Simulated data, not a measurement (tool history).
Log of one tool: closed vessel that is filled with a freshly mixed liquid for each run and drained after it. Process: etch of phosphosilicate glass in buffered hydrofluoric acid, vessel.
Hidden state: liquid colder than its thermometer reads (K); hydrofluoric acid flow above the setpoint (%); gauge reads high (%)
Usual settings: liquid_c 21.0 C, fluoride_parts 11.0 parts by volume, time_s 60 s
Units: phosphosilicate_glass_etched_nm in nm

run,day,liquid_c,fluoride_parts,time_s,wafers since the last listed run,hours since the thermometer was replaced,hours since the hydrofluoric acid flow meter was replaced,hours since the gauge calibration,"read-back film thickness of the phosphosilicate glass reference wafer, read on the same gauge (nm)",phosphosilicate_glass_etched_nm
1,0.000,23.0,11.0,60,0,305.5,1287.3,139.8,79.36,281.15
2,0.621,23.0,11.0,60,1894,320.4,1302.2,154.7,79.35,282.20
3,1.183,21.0,14.5,60,1716,333.9,1315.7,168.2,79.31,194.09
4,1.900,21.0,14.5,60,2186,351.1,1332.9,185.4,79.25,192.40
5,2.912,21.0,14.5,60,3088,375.4,1357.2,209.7,79.17,192.27
6,3.954,21.0,11.0,60,3177,400.4,1382.2,234.7,79.06,254.33
7,4.742,21.0,11.0,60,2402,419.3,1401.1,253.6,79.04,247.91
8,6.179,21.0,11.0,60,4385,453.8,1435.6,288.1,78.92,251.81
9,6.767,21.0,11.0,75,1792,467.9,1449.7,302.2,78.89,316.28
10,7.621,21.0,11.0,75,2605,488.4,1470.2,322.7,78.80,316.02
# day 7.846: hydrofluoric acid flow meter replaced
11,8.379,21.0,11.0,60,2186,506.6,12.8,340.9,78.72,250.21
12,9.025,21.0,11.0,60,1970,522.1,28.3,356.4,78.72,252.17
13,9.808,21.0,11.0,60,2389,540.9,47.1,375.2,78.63,250.23
14,11.271,21.0,11.0,60,4461,576.0,82.2,410.3,78.53,250.06
# day 11.392: thermometer replaced
15,12.508,21.0,11.0,35,3648,26.8,111.9,440.0,78.46,146.01
# day 13.412: gauge calibrated
16,13.438,25.5,11.0,35,2834,49.1,134.2,0.6,80.20,190.68
17,14.717,23.5,11.0,40,3902,79.8,164.9,31.3,80.09,195.43
18,15.796,23.5,11.0,40,3292,105.7,190.8,57.2,80.02,194.24
19,16.596,25.0,8.0,75,2440,124.9,210.0,76.4,79.94,527.03

The next listed run, before its measurement:
20,17.329,21.0,9.5,85,2237,142.5,227.6,94.0,?,?

Run 20 gave read-back film thickness of the phosphosilicate glass reference wafer, read on the same gauge (nm) 79.88, phosphosilicate_glass_etched_nm 412.64 nm.
Without the tool's hidden state the same run would have given phosphosilicate_glass_etched_nm 413.22 nm.
